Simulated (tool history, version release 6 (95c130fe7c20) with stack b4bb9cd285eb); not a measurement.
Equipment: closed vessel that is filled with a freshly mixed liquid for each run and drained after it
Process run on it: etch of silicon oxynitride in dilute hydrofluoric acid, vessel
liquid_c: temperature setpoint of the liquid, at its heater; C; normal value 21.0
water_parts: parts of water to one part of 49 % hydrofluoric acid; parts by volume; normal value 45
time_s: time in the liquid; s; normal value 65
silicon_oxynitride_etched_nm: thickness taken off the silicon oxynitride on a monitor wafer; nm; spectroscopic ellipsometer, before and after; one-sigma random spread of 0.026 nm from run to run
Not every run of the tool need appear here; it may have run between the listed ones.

run,hour,liquid_c,water_parts,time_s,"read-back film thickness of the silicon oxynitride reference wafer, read on the same gauge (nm)",silicon_oxynitride_etched_nm
1,0.0,21.0,45,65,110.03,6.33
2,12.2,21.0,45,65,109.99,6.33
# hour 13.5: gauge calibrated
3,19.3,21.0,45,65,110.00,6.31
4,26.5,21.0,45,65,110.00,6.39
5,33.5,21.0,45,90,109.99,8.81
6,42.9,21.0,45,65,109.99,6.35
7,60.0,21.0,45,65,110.00,6.37
8,69.6,21.0,45,65,109.96,6.34
9,87.4,21.0,45,65,109.99,6.38
10,95.3,18.0,55,30,110.00,2.07
11,106.4,18.0,50,95,110.01,7.21
# hour 110.9: thermometer replaced
12,113.6,19.5,35,85,109.98,8.79
# hour 125.2: hydrofluoric acid flow meter replaced
13,126.9,22.5,30,95,110.02,13.43
# hour 132.2: gauge calibrated
14,139.7,21.0,45,40,110.00,3.49
15,146.3,23.5,55,40,110.01,3.20
16,162.3,21.0,45,65,110.01,5.64
17,180.2,21.0,45,30,110.00,2.61
18,190.9,21.0,45,40,110.00,3.50
19,207.3,23.5,30,65,109.99,9.70

Forecast each of these 5 alternatives for the next run:
A,208.0,21.0,45,65,?,?
B,208.0,19.5,30,100,?,?
C,208.0,25.5,35,85,?,?
D,208.0,17.0,25,100,?,?
E,208.0,21.0,30,65,?,?

run,"read-back film thickness of the silicon oxynitride reference wafer, read on the same gauge (nm)",silicon_oxynitride_etched_nm
A,110.00,5.71
B,110.00,12.34
C,110.00,12.08
D,110.00,13.05
E,110.00,8.66
What these runs would have given with no unlogged condition in the tool:
run,silicon_oxynitride_etched_nm
A,5.55
B,11.97
C,11.73
D,12.65
E,8.40
